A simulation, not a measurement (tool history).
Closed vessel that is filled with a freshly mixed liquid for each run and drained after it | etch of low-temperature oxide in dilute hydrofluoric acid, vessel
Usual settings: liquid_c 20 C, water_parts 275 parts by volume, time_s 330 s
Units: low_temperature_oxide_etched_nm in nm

run	hour	liquid_c	water_parts	time_s	read-back film thickness of the low-temperature oxide reference wafer, read on the same gauge (nm)	low_temperature_oxide_etched_nm
1	0	20	275	330	100.01	29.15
2	69.7	20	275	330	100.02	29.19
3	136.5	20	275	330	100	28.98
4	165.3	20	275	330	100.02	28.64
5	202.8	20	275	330	100	29.29
6	252.3	20	350	330	99.99	21.54
# hour 267.9: hydrofluoric acid flow meter replaced
7	279.9	20	200	475	100.01	61.87
8	321.2	18	275	155	100	12.54
9	346.9	20	275	330	100.01	28.48
10	373.8	22.5	275	220	100	21.16
11	402.4	23	275	330	100	32.76
12	441.8	20	275	330	100	29.15
13	489.5	20	275	330	99.98	28.79
14	514	20	275	330	100	28.95
15	580.3	23.5	275	520	100	52.25
16	642.6	17	195	250	100.01	29.55
17	700	23.5	365	415	100	28.48
18	766.5	20	275	330	99.99	29.22
19	798.6	20	275	380	100	33.84
20	858.9	17.5	175	330	100.02	45.21
21	886.2	23.5	275	450	100.01	44.85
# hour 921.4: thermometer replaced
22	944	20	275	160	100.03	14.17
23	974.5	20	235	330	99.99	34.81
24	1016	20	275	330	100	29.24
25	1064.2	17	335	445	99.99	27.61
26	1105.5	17.5	340	330	100	20.33
27	1171.5	20	155	275	99.99	48.1

Forecast run 28:
28	1284.9	21.5	400	330	?	?

read-back film thickness of the low-temperature oxide reference wafer, read on the same gauge (nm): 99.99
low_temperature_oxide_etched_nm: 18.99 nm
Without the tool's hidden state the same run would have given low_temperature_oxide_etched_nm 18.99 nm.
